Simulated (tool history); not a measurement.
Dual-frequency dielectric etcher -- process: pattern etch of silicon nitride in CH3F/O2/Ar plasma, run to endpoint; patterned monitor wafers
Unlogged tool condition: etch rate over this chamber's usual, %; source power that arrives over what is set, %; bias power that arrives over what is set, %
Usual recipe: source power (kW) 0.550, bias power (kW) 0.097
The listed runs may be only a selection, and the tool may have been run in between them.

run	hour	source power (kW)	bias power (kW)	wafers since the last listed run	hours since the last wet clean	hours since the last source power generator calibration	hours since the last bias power generator calibration	hours since the last upper electrode change	incoming incoming film thickness, nm	endpoint time (s)
1	0.0	0.550	0.097	0	93.5	1613.7	2673.3	4179.3	50.5	62.1
2	31.3	0.550	0.097	496	124.8	1645.0	2704.6	4210.6	50.9	62.6
3	58.6	0.640	0.078	433	152.1	1672.3	2731.9	4237.9	50.7	65.0
4	89.8	0.640	0.078	494	183.3	1703.5	2763.1	4269.1	49.9	65.1
5	118.5	0.640	0.078	455	212.0	1732.2	2791.8	4297.8	50.6	64.8
6	155.9	0.550	0.097	593	249.4	1769.6	2829.2	4335.2	50.7	61.5
7	183.9	0.550	0.097	444	277.4	1797.6	2857.2	4363.2	50.7	61.0
8	215.6	0.550	0.097	502	309.1	1829.3	2888.9	4394.9	50.8	61.8
9	248.4	0.550	0.097	520	341.9	1862.1	2921.7	4427.7	50.8	60.4
10	308.0	0.550	0.097	945	401.5	1921.7	2981.3	4487.3	50.5	60.2
11	338.2	0.550	0.097	479	431.7	1951.9	3011.5	4517.5	50.5	60.2
12	385.9	0.550	0.097	756	479.4	1999.6	3059.2	4565.2	50.5	60.7
13	433.5	0.550	0.097	754	527.0	2047.2	3106.8	4612.8	50.6	59.2
14	459.0	0.630	0.097	404	552.5	2072.7	3132.3	4638.3	50.6	57.0
15	504.8	0.630	0.097	726	598.3	2118.5	3178.1	4684.1	50.3	56.5
# hour 526.0: bias power generator calibrated
16	543.0	0.590	0.097	542	636.5	2156.7	17.0	4722.3	50.7	57.9
# hour 583.3: wet clean of the chamber
17	595.5	0.590	0.097	452	12.2	2209.2	69.5	4774.8	50.3	60.1
18	637.8	0.590	0.097	670	54.5	2251.5	111.8	4817.1	50.9	61.0
19	689.6	0.500	0.084	821	106.3	2303.3	163.6	4868.9	50.9	68.9
20	718.7	0.640	0.109	461	135.4	2332.4	192.7	4898.0	50.4	55.3
21	751.5	0.550	0.080	520	168.2	2365.2	225.5	4930.8	50.3	67.1
# hour 798.2: upper electrode replaced
22	798.7	0.550	0.111	367	215.4	2412.4	272.7	0.5	50.4	57.1
23	852.8	0.550	0.097	858	269.5	2466.5	326.8	54.6	51.0	61.9
24	921.4	0.620	0.097	1088	338.1	2535.1	395.4	123.2	50.9	58.8
25	947.5	0.550	0.097	413	364.2	2561.2	421.5	149.3	50.5	59.7
26	996.8	0.490	0.104	781	413.5	2610.5	470.8	198.6	50.4	60.3
27	1053.5	0.440	0.085	899	470.2	2667.2	527.5	255.3	50.6	69.9
# hour 1080.7: source power generator calibrated
# hour 1131.5: wet clean of the chamber
28	1132.0	0.660	0.073	800	0.5	51.3	606.0	333.8	50.5	67.1
29	1153.2	0.550	0.097	336	21.7	72.5	627.2	355.0	50.8	61.8
30	1179.4	0.550	0.097	415	47.9	98.7	653.4	381.2	51.2	62.9
31	1224.2	0.550	0.097	710	92.7	143.5	698.2	426.0	50.2	60.6
32	1285.9	0.600	0.078	978	154.4	205.2	759.9	487.7	51.0	65.3
33	1340.7	0.490	0.105	869	209.2	260.0	814.7	542.5	50.7	60.7
34	1392.0	0.550	0.097	813	260.5	311.3	866.0	593.8	50.7	60.1
35	1459.6	0.510	0.097	1072	328.1	378.9	933.6	661.4	50.8	61.9
36	1526.4	0.470	0.081	1059	394.9	445.7	1000.4	728.2	50.6	69.1

What if the next run were any one of these 3? Each begins from the tool's condition after run 36:
A	1526.8	0.550	0.097	6	395.3	446.1	1000.8	728.6	51.0	?
B	1526.8	0.610	0.089	6	395.3	446.1	1000.8	728.6	51.0	?
C	1526.8	0.420	0.078	6	395.3	446.1	1000.8	728.6	51.0	?

run	endpoint time (s)
A	59.5
B	59.9
C	73.7
Without the tool's unlogged condition, the same runs would have read:
run	endpoint time (s)
A	62.0
B	62.4
C	76.7
